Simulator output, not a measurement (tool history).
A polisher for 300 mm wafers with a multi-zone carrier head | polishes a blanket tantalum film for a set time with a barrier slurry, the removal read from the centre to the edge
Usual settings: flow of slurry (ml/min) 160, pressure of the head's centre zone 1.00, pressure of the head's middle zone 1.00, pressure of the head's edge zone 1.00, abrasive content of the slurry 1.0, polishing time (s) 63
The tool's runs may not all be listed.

run	day	flow of slurry (ml/min)	pressure of the head's centre zone	pressure of the head's middle zone	pressure of the head's edge zone	abrasive content of the slurry	polishing time (s)	wafers since the last listed run	wafers polished on this pad	hours since the slurry nozzle was cleaned	hours since the centre zone pressure was calibrated	hours since the edge zone pressure was calibrated	hours since the carrier head's membrane was replaced	incoming thickness of the incoming film, nm	film removed at the wafer's centre (Å)	film removed at mid-radius (Å)	film removed at the wafer's edge (Å)
1	0.000	160	1.05	1.00	1.00	1.0	71	0	815	359.3	475.5	336.4	556.2	420.6	1295	1209	1238
# day 0.646: slurry nozzle cleaned
# day 1.650: carrier head's membrane replaced by a new one
2	2.721	160	1.05	1.00	1.00	1.0	71	810	1625	49.8	540.8	401.7	25.7	421.6	1123	1082	1138
3	4.238	160	1.05	1.00	1.00	1.0	71	497	2122	86.2	577.2	438.1	62.1	420.0	1053	1067	1126
4	6.742	160	1.00	1.00	1.00	1.0	63	821	2943	146.3	637.3	498.2	122.2	427.3	879	908	993
# day 7.650: slurry nozzle cleaned, repeated, since the last time left the tool worse
5	8.000	160	1.00	1.00	1.00	1.0	63	398	3342	8.4	667.5	528.4	152.4	411.8	1114	1145	1107
# day 8.871: worn pad replaced by a new one
# day 9.567: centre zone pressure recalibrated
6	10.171	160	1.00	1.00	1.00	1.0	63	629	399	60.5	14.5	580.5	204.5	415.8	1126	1137	1101
7	13.108	160	1.00	1.00	1.00	1.0	63	963	1362	131.0	85.0	651.0	275.0	419.9	1104	1094	1088
8	15.058	160	1.00	1.00	1.00	1.0	63	639	2002	177.8	131.8	697.8	321.8	420.0	1100	1081	1094
9	16.846	160	1.00	1.00	1.00	1.0	63	586	2588	220.7	174.7	740.7	364.7	423.5	1082	1099	1093
10	17.925	160	1.00	1.09	1.08	0.7	63	353	2942	246.6	200.6	766.6	390.6	412.8	1007	1066	1037
# day 19.371: edge zone pressure recalibrated
11	19.933	160	1.11	1.04	1.00	1.0	63	631	3573	294.8	248.8	13.5	438.8	412.4	1207	1123	1091
# day 20.800: worn pad replaced by a new one
# day 21.346: carrier head's membrane replaced by a new one
# day 21.646: slurry nozzle cleaned
12	22.288	195	1.00	1.00	1.06	1.0	63	635	405	15.4	305.3	70.0	22.6	420.1	1177	1169	1179
13	23.625	190	1.00	1.09	0.92	0.9	63	438	843	47.5	337.4	102.1	54.7	419.0	1138	1212	1105
14	26.288	160	1.00	1.00	1.00	1.0	63	873	1716	111.4	401.3	166.0	118.6	423.9	1118	1119	1107
15	29.238	160	1.00	1.00	1.00	1.0	63	967	2684	182.2	472.1	236.8	189.4	424.1	1094	1083	1067
# day 30.667: worn pad replaced by a new one
16	31.771	160	1.00	1.00	1.00	1.0	63	776	361	243.0	532.9	297.6	250.2	416.4	1089	1093	1081
17	34.367	200	1.00	0.90	0.90	1.2	63	851	1212	305.3	595.2	359.9	312.5	422.5	1213	1063	1142
18	35.608	210	1.05	1.00	1.00	0.7	47	407	1620	335.1	625.0	389.7	342.3	417.8	832	792	777
19	36.838	160	1.00	1.00	1.00	1.0	63	403	2023	364.6	654.5	419.2	371.8	416.9	1062	1066	1072
20	38.329	120	1.00	1.05	1.00	1.3	63	489	2512	400.4	690.3	455.0	407.6	410.7	1025	1084	1060
# day 39.138: slurry nozzle cleaned
# day 41.000: carrier head's membrane replaced by a new one
21	41.312	160	1.00	1.05	1.07	1.0	63	896	3408	52.2	761.9	526.6	7.5	420.1	1134	1183	1135
# day 41.896: centre zone pressure recalibrated
# day 42.038: worn pad replaced by a new one
22	44.192	205	1.00	1.03	1.00	1.0	63	870	706	121.3	55.1	595.7	76.6	421.5	1160	1189	1138

The same runs without the tool's hidden state, with the same run-to-run variation:
The hidden state here: removal rate lost through wear of the pad, %; slurry flow missing at the pad, %; deviation of the centre zone's pressure from its setpoint, %; deviation of the edge zone's pressure from its setpoint, %.
run	film removed at the wafer's centre (Å)	film removed at mid-radius (Å)	film removed at the wafer's edge (Å)
1	1381	1281	1289
2	1354	1275	1274
3	1310	1291	1283
4	1140	1139	1157
5	1119	1150	1111
6	1150	1159	1116
7	1146	1131	1114
8	1150	1124	1126
9	1137	1148	1128
10	1060	1116	1071
11	1275	1179	1130
12	1183	1174	1183
13	1153	1227	1115
14	1154	1151	1130
15	1142	1125	1097
16	1144	1142	1116
17	1265	1103	1174
18	867	821	798
19	1123	1120	1111
20	1109	1161	1110
21	1153	1201	1147
22	1190	1216	1157
